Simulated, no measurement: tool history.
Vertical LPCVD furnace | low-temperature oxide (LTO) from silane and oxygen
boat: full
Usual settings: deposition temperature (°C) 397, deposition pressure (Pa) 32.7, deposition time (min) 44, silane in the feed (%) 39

run	hour	deposition temperature (°C)	deposition pressure (Pa)	deposition time (min)	silane in the feed (%)	read-back reference wafer on the same gauge, thickness	film thickness on the monitor wafer in the middle of the boat (Å)
1	0	397	32.7	44	45	367.87	5075.4
2	25.5	397	29.3	44	43	367.58	4302
# hour 77.1: thermocouples replaced and temperature profile calibrated
3	77.6	397	29.3	44	43	365.97	4387.4
4	83.1	397	28.7	44	39	365.55	3801.4
5	92.4	397	28.7	44	39	365.39	3783.9
# hour 146.8: silane flow controller replaced
# hour 160.5: pressure gauge zeroed
6	161	397	28.7	44	39	363.98	3736.6
7	166.6	393	32.7	44	39	364.39	4082
8	172.1	397	32.7	44	39	363.43	4252.3
9	203.1	397	32.7	44	45	362.08	4983.1
10	220.4	397	32.7	44	39	362.31	4229.4
11	245.2	390	36.7	31	39	361.42	3128.6
12	259.1	385	26	44	39	361.51	2919.8
13	291.4	397	40	30	39	360.5	3518.8
14	313.8	397	32.7	44	39	359.37	4168.8
15	327.5	397	32.7	44	39	359.11	4234.7
16	352.2	397	32.7	44	39	358.57	4216.5
# hour 381.2: gauge calibrated
17	386.3	402	36.7	27.5	42	382.89	3627.2
18	416.7	397	32.7	44	39	383.35	4466.6
19	440.4	397	32.7	44	39	383.28	4438.8
20	471.2	391	32.7	39.5	39	383.27	3780.3
21	506.3	403	26	49.5	39	383.11	4316
22	581.8	397	32.7	44	39	382.43	4499.8
23	657.1	397	28	44	33	381.61	3098.2
24	688.9	397	37.3	44	39	382.27	5143.1
25	706.8	397	39.3	58.5	32	382.41	5522.7
26	742.3	388	40	44	32	381.38	3758.1
27	774.3	397	32.7	44	35	381.15	3907.7
28	792.5	397	40.7	44	43	381.28	6304.7
29	824.9	397	29.3	44	39	381.15	4014.1
30	851	397	32.7	44	39	380.54	4442.8

5 ways to go on from here, each from the tool as it stands after run 30. What would each give?
A	856.6	397	28	44	39	?	?
B	856.6	403	32.7	44	44	?	?
C	856.6	402	39.3	28.5	37	?	?
D	856.6	391	27.3	44	36	?	?
E	856.6	397	32.7	44	44	?	?

run	read-back reference wafer on the same gauge, thickness	film thickness on the monitor wafer in the middle of the boat (Å)
A	380.44	3809.8
B	380.44	5447.1
C	380.44	3432.6
D	380.44	3131.5
E	380.44	5108.7
Without the tool's hidden state the same runs would have given:
run	film thickness on the monitor wafer in the middle of the boat (Å)
A	3822.7
B	5465.4
C	3444.2
D	3142.1
E	5126
